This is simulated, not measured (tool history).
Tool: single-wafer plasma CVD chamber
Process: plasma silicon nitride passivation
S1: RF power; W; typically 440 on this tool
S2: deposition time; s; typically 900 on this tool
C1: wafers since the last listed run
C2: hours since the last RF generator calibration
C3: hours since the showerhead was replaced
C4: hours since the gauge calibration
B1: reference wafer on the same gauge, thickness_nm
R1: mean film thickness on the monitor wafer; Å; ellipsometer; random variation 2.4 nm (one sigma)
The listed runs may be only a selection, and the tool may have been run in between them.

{"run": 1, "day": 0.0, "S1": 440, "S2": 900, "C1": 0, "C2": 854.4, "C3": 5331.5, "C4": 164.2, "B1": 1360.078, "R1": 12854.72}
{"run": 2, "day": 0.575, "S1": 440, "S2": 900, "C1": 40, "C2": 868.2, "C3": 5345.3, "C4": 178.0, "B1": 1359.703, "R1": 12860.52}
{"run": 3, "day": 1.162, "S1": 440, "S2": 900, "C1": 41, "C2": 882.3, "C3": 5359.4, "C4": 192.1, "B1": 1360.424, "R1": 12915.49}
{"run": 4, "day": 1.6, "S1": 500, "S2": 900, "C1": 31, "C2": 892.8, "C3": 5369.9, "C4": 202.6, "B1": 1360.197, "R1": 13438.21}
{"run": 5, "day": 2.075, "S1": 500, "S2": 900, "C1": 33, "C2": 904.2, "C3": 5381.3, "C4": 214.0, "B1": 1360.03, "R1": 13410.35}
{"run": 6, "day": 2.733, "S1": 500, "S2": 900, "C1": 46, "C2": 920.0, "C3": 5397.1, "C4": 229.8, "B1": 1360.313, "R1": 13395.52}
{"run": 7, "day": 3.362, "S1": 440, "S2": 801, "C1": 44, "C2": 935.1, "C3": 5412.2, "C4": 244.9, "B1": 1359.878, "R1": 11432.56}
{"run": 8, "day": 3.808, "S1": 440, "S2": 801, "C1": 31, "C2": 945.8, "C3": 5422.9, "C4": 255.6, "B1": 1360.702, "R1": 11426.41}
{"run": 9, "day": 4.279, "S1": 440, "S2": 801, "C1": 33, "C2": 957.1, "C3": 5434.2, "C4": 266.9, "B1": 1360.258, "R1": 11445.5}
{"day": 4.292, "done": "gauge calibrated"}
{"run": 10, "day": 4.596, "S1": 510, "S2": 900, "C1": 22, "C2": 964.7, "C3": 5441.8, "C4": 7.3, "B1": 1359.595, "R1": 13490.69}
{"run": 11, "day": 5.096, "S1": 510, "S2": 900, "C1": 35, "C2": 976.7, "C3": 5453.8, "C4": 19.3, "B1": 1359.669, "R1": 13465.75}
{"run": 12, "day": 5.508, "S1": 510, "S2": 900, "C1": 29, "C2": 986.6, "C3": 5463.7, "C4": 29.2, "B1": 1360.204, "R1": 13455.13}
{"run": 13, "day": 5.833, "S1": 440, "S2": 900, "C1": 23, "C2": 994.4, "C3": 5471.5, "C4": 37.0, "B1": 1360.351, "R1": 12827.71}
{"run": 14, "day": 6.433, "S1": 355, "S2": 900, "C1": 42, "C2": 1008.8, "C3": 5485.9, "C4": 51.4, "B1": 1359.807, "R1": 11987.84}
{"day": 6.846, "done": "RF generator calibrated"}
{"run": 15, "day": 6.942, "S1": 440, "S2": 900, "C1": 12, "C2": 2.3, "C3": 5498.1, "C4": 63.6, "B1": 1360.04, "R1": 13216.57}
{"run": 16, "day": 7.354, "S1": 440, "S2": 900, "C1": 29, "C2": 12.2, "C3": 5508.0, "C4": 73.5, "B1": 1360.414, "R1": 13218.75}
{"run": 17, "day": 7.983, "S1": 360, "S2": 1077, "C1": 44, "C2": 27.3, "C3": 5523.1, "C4": 88.6, "B1": 1360.336, "R1": 14852.1}
{"run": 18, "day": 8.25, "S1": 440, "S2": 788, "C1": 18, "C2": 33.7, "C3": 5529.5, "C4": 95.0, "B1": 1359.859, "R1": 11561.88}
{"run": 19, "day": 8.946, "S1": 360, "S2": 1077, "C1": 49, "C2": 50.4, "C3": 5546.2, "C4": 111.7, "B1": 1360.035, "R1": 14799.84}
{"run": 20, "day": 9.617, "S1": 400, "S2": 811, "C1": 47, "C2": 66.5, "C3": 5562.3, "C4": 127.8, "B1": 1359.811, "R1": 11542.09}
{"day": 10.083, "done": "showerhead replaced"}
{"run": 21, "day": 10.104, "S1": 440, "S2": 900, "C1": 10, "C2": 78.2, "C3": 0.5, "C4": 139.5, "B1": 1360.256, "R1": 13188.92}
{"run": 22, "day": 10.521, "S1": 420, "S2": 1005, "C1": 29, "C2": 88.2, "C3": 10.5, "C4": 149.5, "B1": 1359.637, "R1": 14534.34}
{"run": 23, "day": 11.012, "S1": 410, "S2": 900, "C1": 35, "C2": 100.0, "C3": 22.3, "C4": 161.3, "B1": 1360.501, "R1": 12900.36}
{"run": 24, "day": 11.583, "S1": 390, "S2": 832, "C1": 40, "C2": 113.7, "C3": 36.0, "C4": 175.0, "B1": 1360.337, "R1": 11755.7}
{"run": 25, "day": 11.933, "S1": 375, "S2": 1070, "C1": 24, "C2": 122.1, "C3": 44.4, "C4": 183.4, "B1": 1360.183, "R1": 14898.54}
{"run": 26, "day": 12.596, "S1": 365, "S2": 900, "C1": 47, "C2": 138.0, "C3": 60.3, "C4": 199.3, "B1": 1359.806, "R1": 12434.1}
{"run": 27, "day": 13.212, "S1": 390, "S2": 949, "C1": 43, "C2": 152.8, "C3": 75.1, "C4": 214.1, "B1": 1359.883, "R1": 13375.82}

What if the next run were any one of these 4? Each begins from the tool's condition after run 27:
{"run": "A", "day": 13.242, "S1": 440, "S2": 843, "C1": 2, "C2": 153.5, "C3": 75.8, "C4": 214.8, "B1": "?", "R1": "?"}
{"run": "B", "day": 13.242, "S1": 375, "S2": 829, "C1": 2, "C2": 153.5, "C3": 75.8, "C4": 214.8, "B1": "?", "R1": "?"}
{"run": "C", "day": 13.242, "S1": 400, "S2": 752, "C1": 2, "C2": 153.5, "C3": 75.8, "C4": 214.8, "B1": "?", "R1": "?"}
{"run": "D", "day": 13.242, "S1": 520, "S2": 1036, "C1": 2, "C2": 153.5, "C3": 75.8, "C4": 214.8, "B1": "?", "R1": "?"}

run=A B1=1360.445 R1=12371.53
run=B B1=1360.445 R1=11572.73
run=C B1=1360.445 R1=10712.34
run=D B1=1360.445 R1=16014.15
Without the tool's hidden state the same runs would have given:
run=A R1=12426.13
run=B R1=11623.81
run=C R1=10759.61
run=D R1=16084.83
